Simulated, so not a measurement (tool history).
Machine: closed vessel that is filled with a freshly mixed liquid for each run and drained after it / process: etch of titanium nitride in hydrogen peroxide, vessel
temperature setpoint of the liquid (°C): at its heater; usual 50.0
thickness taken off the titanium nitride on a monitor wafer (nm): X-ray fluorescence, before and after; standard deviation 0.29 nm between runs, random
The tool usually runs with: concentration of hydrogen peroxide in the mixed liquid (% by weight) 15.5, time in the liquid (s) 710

run     day  temperature setpoint of the liquid (°C)  concentration of hydrogen peroxide in the mixed liquid (% by weight)  time in the liquid (s)  read-back film thickness of the titanium nitride reference wafer, read on the same gauge (nm)  thickness taken off the titanium nitride on a monitor wafer (nm)
  1   0.000                                     50.0                                                                  15.5                     585                                                                                          30.34                                                             40.54
  2   1.946                                     50.0                                                                  15.5                     585                                                                                          30.37                                                             40.57
  3   3.471                                     50.0                                                                  15.5                     585                                                                                          30.41                                                             41.00
  4   6.221                                     50.0                                                                  15.5                     710                                                                                          30.50                                                             49.99
  5   8.121                                     50.0                                                                  15.5                     710                                                                                          30.61                                                             49.75
  6  10.267                                     50.0                                                                  15.5                     710                                                                                          30.61                                                             50.19
  7  12.862                                     50.0                                                                  15.5                    1030                                                                                          30.66                                                             72.32
     14.396  -- gauge calibrated
  8  14.442                                     50.0                                                                  15.5                     710                                                                                          29.97                                                             49.23
  9  16.742                                     50.0                                                                  15.5                     710                                                                                          29.99                                                             49.26
 10  19.146                                     50.0                                                                  15.5                     710                                                                                          30.05                                                             48.79
     19.221  -- new drum of peroxide connected
     20.179  -- thermometer replaced
 11  21.921                                     45.0                                                                  18.5                     710                                                                                          30.14                                                             34.99
 12  23.338                                     45.0                                                                  18.5                     710                                                                                          30.21                                                             35.26
 13  24.533                                     57.0                                                                  15.5                     710                                                                                          30.23                                                             80.53
 14  25.546                                     59.5                                                                  18.0                     320                                                                                          30.28                                                             44.71
 15  26.808                                     50.0                                                                  15.5                     710                                                                                          30.24                                                             49.25
 16  29.483                                     58.5                                                                  15.5                     710                                                                                          30.37                                                             89.83
 17  31.004                                     50.0                                                                  15.5                     710                                                                                          30.41                                                             49.48
 18  33.567                                     50.0                                                                  15.5                     710                                                                                          30.48                                                             50.09
     35.012  -- peroxide flow meter replaced
     35.938  -- gauge calibrated
 19  36.250                                     42.0                                                                  14.0                     525                                                                                          29.99                                                             19.28
 20  38.425                                     50.0                                                                  15.5                     585                                                                                          30.10                                                             40.30
 21  40.954                                     41.0                                                                  15.5                     710                                                                                          30.11                                                             25.02
 22  43.479                                     45.5                                                                  15.5                     480                                                                                          30.19                                                             23.86
 23  44.738                                     50.0                                                                  19.0                     710                                                                                          30.19                                                             51.13
 24  46.796                                     42.5                                                                  12.0                     895                                                                                          30.31                                                             33.91

Table of differences, measured result less the result of that run with no hidden state. Run-to-run variation is the same in both. Gauge scatter possibly is not:
The tool's hidden condition here consists of: liquid colder than its thermometer reads (K); peroxide flow below the setpoint (%); peroxide weaker than its label (%); gauge reads high (%).
run  thickness taken off the titanium nitride on a monitor wafer (nm)
  1                                                             +0.45
  2                                                             +0.52
  3                                                             +0.58
  4                                                             +0.84
  5                                                             +0.92
  6                                                             +1.03
  7                                                             +1.66
  8                                                             -0.10
  9                                                             +0.00
 10                                                             +0.12
 11                                                             +0.18
 12                                                             +0.23
 13                                                             +0.60
 14                                                             +0.38
 15                                                             +0.48
 16                                                             +1.09
 17                                                             +0.67
 18                                                             +0.80
 19                                                             -0.01
 20                                                             +0.07
 21                                                             +0.10
 22                                                             +0.15
 23                                                             +0.39
 24                                                             +0.32
